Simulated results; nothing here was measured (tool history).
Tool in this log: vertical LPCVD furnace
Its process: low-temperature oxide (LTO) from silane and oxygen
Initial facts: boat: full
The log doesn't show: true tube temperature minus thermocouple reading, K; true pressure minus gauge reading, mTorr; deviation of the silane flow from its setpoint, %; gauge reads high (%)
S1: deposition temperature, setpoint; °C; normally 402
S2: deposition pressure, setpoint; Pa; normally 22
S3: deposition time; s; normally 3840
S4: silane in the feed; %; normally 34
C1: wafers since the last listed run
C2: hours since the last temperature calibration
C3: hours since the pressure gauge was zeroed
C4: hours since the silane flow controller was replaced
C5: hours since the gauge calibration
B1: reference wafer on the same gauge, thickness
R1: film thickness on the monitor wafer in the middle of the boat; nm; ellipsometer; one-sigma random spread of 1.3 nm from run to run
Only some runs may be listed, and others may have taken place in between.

run	day	S1	S2	S3	S4	C1	C2	C3	C4	C5	B1	R1
1	0	402	22	3840	34	0	4919.9	3051.2	4384	271.4	288.13	343.91
2	0.279	402	22	3840	34	118	4926.6	3057.9	4390.7	278.1	287.92	342.72
3	0.554	402	22	3840	34	116	4933.2	3064.5	4397.3	284.7	287.99	343.99
4	2.042	402	22	3840	34	629	4968.9	3100.2	4433	320.4	287.9	345.6
5	2.583	402	22	3840	34	229	4981.9	3113.2	4446	333.4	288.09	345.15
6	2.842	402	22	3840	34	109	4988.1	3119.4	4452.2	339.6	288.06	341.77
# day 4.088: thermocouples replaced and temperature profile calibrated
7	4.108	402	22	3840	34	112	0.5	3149.8	4482.6	370	287.97	342.72
8	4.271	402	22	3840	34	68	4.4	3153.7	4486.5	373.9	288.05	344.34
9	4.433	402	22	3510	34	68	8.3	3157.6	4490.4	377.8	287.89	315.24
10	4.592	402	22	3510	34	12	12.1	3161.4	4494.2	381.6	287.98	314.53
# day 5.283: gauge calibrated
# day 5.462: silane flow controller replaced
11	5.483	402	22	3840	34	8	33.5	3182.8	0.5	4.8	287.99	343.45
12	5.646	402	22	3840	34	68	37.4	3186.7	4.4	8.7	288.05	342.35
13	5.808	402	22	3300	34	68	41.3	3190.6	8.3	12.6	288.09	293.8
14	6.379	402	22	3840	34	241	55	3204.3	22	26.3	288.06	343.33
15	6.9	402	22	3840	34	220	67.5	3216.8	34.5	38.8	287.89	342.95
16	7.204	402	27.3	3840	34	128	74.8	3224.1	41.8	46.1	287.96	428.31
17	7.608	402	22	3840	34	170	84.5	3233.8	51.5	55.8	288.21	345.46
18	8.217	409	25.3	3120	39	257	99.1	3248.4	66.1	70.4	287.86	413.05
19	8.754	397	22	4380	28	227	112	3261.3	79	83.3	288.02	278.98
20	9.412	413	23.3	3840	34	278	127.8	3277.1	94.8	99.1	288.09	410.99
21	9.908	402	22	3840	34	209	139.7	3289	106.7	111	287.85	343.42
# day 11.504: pressure gauge zeroed
22	11.525	402	22	5160	34	260	178.5	0.5	145.5	149.8	287.78	459.6
23	11.688	402	22	3840	34	68	182.4	4.4	149.4	153.7	288.12	344
24	12.175	397	22	5250	34	206	194.1	16.1	161.1	165.4	288	441.75
25	12.892	402	18	3150	34	303	211.3	33.3	178.3	182.6	288.08	230.83
26	13.408	402	22	3840	34	218	223.7	45.7	190.7	195	287.97	342.59
27	14.004	402	22	3840	34	252	238	60	205	209.3	287.81	344.11
28	14.512	402	22	3840	39	215	250.2	72.2	217.2	221.5	288.09	409.55
29	15.167	413	18	4590	39	276	265.9	87.9	232.9	237.2	288.17	448.94
30	15.888	411	18	3840	37	304	283.2	105.2	250.2	254.5	288.07	347.56

Consider 5 possible next runs. They are alternatives, not a sequence: every one starts from the tool as it was left by run 30. What does each give?
A	16.054	402	22	3840	34	70	287.2	109.2	254.2	258.5	?	?
B	16.054	402	25.3	3840	34	70	287.2	109.2	254.2	258.5	?	?
C	16.054	402	18	3300	34	70	287.2	109.2	254.2	258.5	?	?
D	16.054	402	18.7	3090	34	70	287.2	109.2	254.2	258.5	?	?
E	16.054	402	22	4740	34	70	287.2	109.2	254.2	258.5	?	?

run	B1	R1
A	288.03	346.2
B	288.03	398.66
C	288.03	243.42
D	288.03	236.38
E	288.03	427.34
Take away the tool's hidden state, keep each run's random variation, and the runs would have read:
run	R1
A	346.2
B	398.66
C	243.42
D	236.38
E	427.34

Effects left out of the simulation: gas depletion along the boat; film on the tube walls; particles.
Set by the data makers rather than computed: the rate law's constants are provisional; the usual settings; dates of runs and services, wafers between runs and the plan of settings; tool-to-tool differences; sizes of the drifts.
